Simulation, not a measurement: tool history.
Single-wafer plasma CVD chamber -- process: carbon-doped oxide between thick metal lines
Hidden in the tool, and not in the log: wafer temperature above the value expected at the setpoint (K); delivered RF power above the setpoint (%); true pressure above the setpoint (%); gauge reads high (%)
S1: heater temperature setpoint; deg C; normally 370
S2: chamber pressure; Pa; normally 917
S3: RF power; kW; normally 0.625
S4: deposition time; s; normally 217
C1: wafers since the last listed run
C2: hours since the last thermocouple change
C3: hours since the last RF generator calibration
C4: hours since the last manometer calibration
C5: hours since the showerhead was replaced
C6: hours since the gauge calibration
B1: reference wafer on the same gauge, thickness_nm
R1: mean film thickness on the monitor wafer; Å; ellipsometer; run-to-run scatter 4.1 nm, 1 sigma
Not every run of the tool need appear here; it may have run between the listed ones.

{"run": 1, "hour": 0.0, "S1": 370, "S2": 917, "S3": 0.625, "S4": 217, "C1": 0, "C2": 2473.9, "C3": 1134.5, "C4": 1344.2, "C5": 3338.7, "C6": 1888.8, "B1": 1488.928, "R1": 12914.44}
{"run": 2, "hour": 42.1, "S1": 370, "S2": 917, "S3": 0.625, "S4": 217, "C1": 289, "C2": 2516, "C3": 1176.6, "C4": 1386.3, "C5": 3380.8, "C6": 1930.9, "B1": 1490.243, "R1": 12933.04}
{"run": 3, "hour": 68.6, "S1": 370, "S2": 917, "S3": 0.625, "S4": 217, "C1": 181, "C2": 2542.5, "C3": 1203.1, "C4": 1412.8, "C5": 3407.3, "C6": 1957.4, "B1": 1487.046, "R1": 12853.13}
{"hour": 117.6, "done": "gauge calibrated"}
{"run": 4, "hour": 125.5, "S1": 370, "S2": 917, "S3": 0.625, "S4": 217, "C1": 390, "C2": 2599.4, "C3": 1260, "C4": 1469.7, "C5": 3464.2, "C6": 7.9, "B1": 1488.879, "R1": 12830.15}
{"hour": 157.6, "done": "RF generator calibrated"}
{"run": 5, "hour": 182.7, "S1": 374, "S2": 917, "S3": 0.625, "S4": 217, "C1": 337, "C2": 2656.6, "C3": 25.1, "C4": 1526.9, "C5": 3521.4, "C6": 65.1, "B1": 1490.602, "R1": 13074.35}
{"run": 6, "hour": 242.1, "S1": 374, "S2": 917, "S3": 0.625, "S4": 217, "C1": 407, "C2": 2716, "C3": 84.5, "C4": 1586.3, "C5": 3580.8, "C6": 124.5, "B1": 1491.13, "R1": 13156.05}
{"run": 7, "hour": 307.7, "S1": 370, "S2": 917, "S3": 0.625, "S4": 217, "C1": 450, "C2": 2781.6, "C3": 150.1, "C4": 1651.9, "C5": 3646.4, "C6": 190.1, "B1": 1489.641, "R1": 13157.62}
{"run": 8, "hour": 364.2, "S1": 370, "S2": 917, "S3": 0.625, "S4": 217, "C1": 387, "C2": 2838.1, "C3": 206.6, "C4": 1708.4, "C5": 3702.9, "C6": 246.6, "B1": 1490.818, "R1": 13112.95}
{"run": 9, "hour": 426.8, "S1": 370, "S2": 917, "S3": 0.625, "S4": 217, "C1": 429, "C2": 2900.7, "C3": 269.2, "C4": 1771, "C5": 3765.5, "C6": 309.2, "B1": 1487.67, "R1": 13129.63}
{"hour": 460.8, "done": "thermocouple changed; heater temperature recalibrated"}
{"run": 10, "hour": 461.8, "S1": 370, "S2": 917, "S3": 0.625, "S4": 217, "C1": 185, "C2": 1, "C3": 304.2, "C4": 1806, "C5": 3800.5, "C6": 344.2, "B1": 1490.169, "R1": 13068.71}
{"run": 11, "hour": 494.5, "S1": 376, "S2": 1065, "S3": 0.625, "S4": 242, "C1": 224, "C2": 33.7, "C3": 336.9, "C4": 1838.7, "C5": 3833.2, "C6": 376.9, "B1": 1489.944, "R1": 14713.13}
{"run": 12, "hour": 550.3, "S1": 370, "S2": 917, "S3": 0.75, "S4": 217, "C1": 383, "C2": 89.5, "C3": 392.7, "C4": 1894.5, "C5": 3889, "C6": 432.7, "B1": 1488.581, "R1": 15427.6}
{"run": 13, "hour": 579.6, "S1": 363, "S2": 917, "S3": 0.75, "S4": 177, "C1": 201, "C2": 118.8, "C3": 422, "C4": 1923.8, "C5": 3918.3, "C6": 462, "B1": 1488.913, "R1": 12754.18}
{"hour": 590.5, "done": "capacitance manometer re-zeroed and calibrated"}
{"run": 14, "hour": 607.5, "S1": 359, "S2": 917, "S3": 0.69, "S4": 237, "C1": 136, "C2": 146.7, "C3": 449.9, "C4": 17, "C5": 3946.2, "C6": 489.9, "B1": 1491.007, "R1": 15938.31}
{"run": 15, "hour": 637.3, "S1": 381, "S2": 917, "S3": 0.625, "S4": 217, "C1": 204, "C2": 176.5, "C3": 479.7, "C4": 46.8, "C5": 3976, "C6": 519.7, "B1": 1490.871, "R1": 12792.29}
{"run": 16, "hour": 669.7, "S1": 362, "S2": 999, "S3": 0.625, "S4": 217, "C1": 222, "C2": 208.9, "C3": 512.1, "C4": 79.2, "C5": 4008.4, "C6": 552.1, "B1": 1491.221, "R1": 13342.5}
{"run": 17, "hour": 700.5, "S1": 370, "S2": 917, "S3": 0.625, "S4": 242, "C1": 211, "C2": 239.7, "C3": 542.9, "C4": 110, "C5": 4039.2, "C6": 582.9, "B1": 1488.661, "R1": 14502.5}
{"run": 18, "hour": 732.4, "S1": 370, "S2": 839, "S3": 0.625, "S4": 217, "C1": 219, "C2": 271.6, "C3": 574.8, "C4": 141.9, "C5": 4071.1, "C6": 614.8, "B1": 1488.989, "R1": 12810.43}
{"run": 19, "hour": 788.5, "S1": 370, "S2": 917, "S3": 0.625, "S4": 217, "C1": 385, "C2": 327.7, "C3": 630.9, "C4": 198, "C5": 4127.2, "C6": 670.9, "B1": 1490.217, "R1": 13014.55}
{"run": 20, "hour": 823.2, "S1": 375, "S2": 1068, "S3": 0.525, "S4": 217, "C1": 238, "C2": 362.4, "C3": 665.6, "C4": 232.7, "C5": 4161.9, "C6": 705.6, "B1": 1489.054, "R1": 10907.58}
{"hour": 845.7, "done": "showerhead replaced"}
{"run": 21, "hour": 864.8, "S1": 362, "S2": 917, "S3": 0.535, "S4": 194, "C1": 230, "C2": 404, "C3": 707.2, "C4": 274.3, "C5": 19.1, "C6": 747.2, "B1": 1490.096, "R1": 10116.12}
{"run": 22, "hour": 915.6, "S1": 370, "S2": 917, "S3": 0.625, "S4": 217, "C1": 348, "C2": 454.8, "C3": 758, "C4": 325.1, "C5": 69.9, "C6": 798, "B1": 1492.616, "R1": 13023.42}
{"run": 23, "hour": 967.2, "S1": 370, "S2": 917, "S3": 0.66, "S4": 217, "C1": 354, "C2": 506.4, "C3": 809.6, "C4": 376.7, "C5": 121.5, "C6": 849.6, "B1": 1491.662, "R1": 13599.67}
{"run": 24, "hour": 1080.5, "S1": 370, "S2": 917, "S3": 0.625, "S4": 217, "C1": 778, "C2": 619.7, "C3": 922.9, "C4": 490, "C5": 234.8, "C6": 962.9, "B1": 1490.673, "R1": 12976.49}
{"run": 25, "hour": 1125.3, "S1": 366, "S2": 1096, "S3": 0.535, "S4": 217, "C1": 307, "C2": 664.5, "C3": 967.7, "C4": 534.8, "C5": 279.6, "C6": 1007.7, "B1": 1489.836, "R1": 11329.11}
{"run": 26, "hour": 1171.9, "S1": 370, "S2": 917, "S3": 0.75, "S4": 196, "C1": 319, "C2": 711.1, "C3": 1014.3, "C4": 581.4, "C5": 326.2, "C6": 1054.3, "B1": 1487.6, "R1": 13713.05}
{"run": 27, "hour": 1226.4, "S1": 370, "S2": 996, "S3": 0.625, "S4": 233, "C1": 374, "C2": 765.6, "C3": 1068.8, "C4": 635.9, "C5": 380.7, "C6": 1108.8, "B1": 1489.33, "R1": 14012.7}

5 options for the next run, each taken on its own from the tool as it stands now. Forecast them:
{"run": "A", "hour": 1226.9, "S1": 370, "S2": 917, "S3": 0.625, "S4": 217, "C1": 3, "C2": 766.1, "C3": 1069.3, "C4": 636.4, "C5": 381.2, "C6": 1109.3, "B1": "?", "R1": "?"}
{"run": "B", "hour": 1226.9, "S1": 370, "S2": 789, "S3": 0.625, "S4": 217, "C1": 3, "C2": 766.1, "C3": 1069.3, "C4": 636.4, "C5": 381.2, "C6": 1109.3, "B1": "?", "R1": "?"}
{"run": "C", "hour": 1226.9, "S1": 360, "S2": 1067, "S3": 0.685, "S4": 235, "C1": 3, "C2": 766.1, "C3": 1069.3, "C4": 636.4, "C5": 381.2, "C6": 1109.3, "B1": "?", "R1": "?"}
{"run": "D", "hour": 1226.9, "S1": 370, "S2": 760, "S3": 0.625, "S4": 217, "C1": 3, "C2": 766.1, "C3": 1069.3, "C4": 636.4, "C5": 381.2, "C6": 1109.3, "B1": "?", "R1": "?"}
{"run": "E", "hour": 1226.9, "S1": 370, "S2": 811, "S3": 0.53, "S4": 228, "C1": 3, "C2": 766.1, "C3": 1069.3, "C4": 636.4, "C5": 381.2, "C6": 1109.3, "B1": "?", "R1": "?"}

run=A B1=1490.71 R1=12974.07
run=B B1=1490.71 R1=12643.51
run=C B1=1490.71 R1=15845.81
run=D B1=1490.71 R1=12521.11
run=E B1=1490.71 R1=11217.76
With the hidden condition removed and each run's random variation left untouched, the same runs would have given:
run=A R1=13265.72
run=B R1=12927.73
run=C R1=16191.75
run=D R1=12802.58
run=E R1=11486.48

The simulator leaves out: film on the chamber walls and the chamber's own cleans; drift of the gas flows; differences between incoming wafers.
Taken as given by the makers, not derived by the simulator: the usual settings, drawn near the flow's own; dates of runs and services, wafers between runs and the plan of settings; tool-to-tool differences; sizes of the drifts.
